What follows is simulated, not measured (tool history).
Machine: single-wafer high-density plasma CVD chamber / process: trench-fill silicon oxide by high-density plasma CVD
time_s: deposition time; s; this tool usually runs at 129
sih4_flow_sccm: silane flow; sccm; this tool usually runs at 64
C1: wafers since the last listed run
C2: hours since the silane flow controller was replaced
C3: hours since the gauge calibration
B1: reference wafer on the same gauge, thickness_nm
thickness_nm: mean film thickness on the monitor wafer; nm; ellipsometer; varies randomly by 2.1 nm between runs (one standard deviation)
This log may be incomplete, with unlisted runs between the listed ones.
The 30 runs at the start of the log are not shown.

Run 31, hour 2481.3: usual settings but time_s 139 s, sih4_flow_sccm 74 sccm; C1 1041; C2 871.8; C3 2473.4; B1 812.107. Result: thickness_nm 1038.418 nm.
Run 32, hour 2524.3: usual settings but time_s 110 s, sih4_flow_sccm 54 sccm; C1 604; C2 914.8; C3 2516.4; B1 811.943. Result: thickness_nm 600.439 nm.
Run 33, hour 2615.5: usual settings but time_s 119 s, sih4_flow_sccm 72 sccm; C1 1281; C2 1006; C3 2607.6; B1 811.83. Result: thickness_nm 867.72 nm.
At hour 2680.5: gauge calibrated.
Run 34, hour 2721.9: usual settings but time_s 109 s; C1 1495; C2 1112.4; C3 41.4; B1 812.266. Result: thickness_nm 705.438 nm.
Run 35, hour 2823.9: usual settings but time_s 115 s, sih4_flow_sccm 53 sccm; C1 1433; C2 1214.4; C3 143.4; B1 812.234. Result: thickness_nm 618.032 nm.
Run 36, hour 2899: usual settings but time_s 111 s; C1 1055; C2 1289.5; C3 218.5; B1 812.118. Result: thickness_nm 717.451 nm.
Run 37, hour 2953.2: usual settings but time_s 115 s, sih4_flow_sccm 53 sccm; C1 761; C2 1343.7; C3 272.7; B1 812.181. Result: thickness_nm 615.914 nm.
Run 38, hour 3050.4: usual settings; C1 1366; C2 1440.9; C3 369.9; B1 812.118. Result: thickness_nm 839.426 nm.
Run 39, hour 3108: usual settings but time_s 108 s; C1 809; C2 1498.5; C3 427.5; B1 812.041. Result: thickness_nm 698.933 nm.
Run 40, hour 3181.7: usual settings but time_s 145 s, sih4_flow_sccm 67 sccm; C1 1035; C2 1572.2; C3 501.2; B1 811.743. Result: thickness_nm 987.145 nm.
Run 41, hour 3253.6: usual settings; C1 1010; C2 1644.1; C3 573.1; B1 811.933. Result: thickness_nm 836.336 nm.
Run 42, hour 3342.6: usual settings but time_s 107 s, sih4_flow_sccm 52 sccm; C1 1250; C2 1733.1; C3 662.1; B1 812.033. Result: thickness_nm 565.308 nm.
Run 43, hour 3405.7: usual settings; C1 886; C2 1796.2; C3 725.2; B1 812.018. Result: thickness_nm 839.11 nm.
Run 44, hour 3508.9: usual settings but time_s 107 s; C1 1450; C2 1899.4; C3 828.4; B1 812.232. Result: thickness_nm 695.947 nm.
Run 45, hour 3561.1: usual settings; C1 733; C2 1951.6; C3 880.6; B1 811.999. Result: thickness_nm 839.436 nm.
Run 46, hour 3609.3: usual settings but sih4_flow_sccm 51 sccm; C1 677; C2 1999.8; C3 928.8; B1 812.166. Result: thickness_nm 672.839 nm.
Run 47, hour 3675.4: usual settings but time_s 144 s, sih4_flow_sccm 60 sccm; C1 929; C2 2065.9; C3 994.9; B1 812.158. Result: thickness_nm 881.077 nm.

Alternative continuations, all from the tool just after run 47; predict every row:
Run A, hour 3675.8: usual settings but sih4_flow_sccm 71 sccm; C1 5; C2 2066.3; C3 995.3; B1 ?. Result: thickness_nm ?.
Run B, hour 3675.8: usual settings but time_s 139 s, sih4_flow_sccm 53 sccm; C1 5; C2 2066.3; C3 995.3; B1 ?. Result: thickness_nm ?.
Run C, hour 3675.8: usual settings but time_s 114 s, sih4_flow_sccm 54 sccm; C1 5; C2 2066.3; C3 995.3; B1 ?. Result: thickness_nm ?.

run       B1  thickness_nm
  A  812.178       933.831
  B  812.178       751.122
  C  812.178       627.652
With the hidden condition removed and each run's random variation left untouched, the same runs would have given:
run  thickness_nm
  A       916.923
  B       737.523
  C       616.287

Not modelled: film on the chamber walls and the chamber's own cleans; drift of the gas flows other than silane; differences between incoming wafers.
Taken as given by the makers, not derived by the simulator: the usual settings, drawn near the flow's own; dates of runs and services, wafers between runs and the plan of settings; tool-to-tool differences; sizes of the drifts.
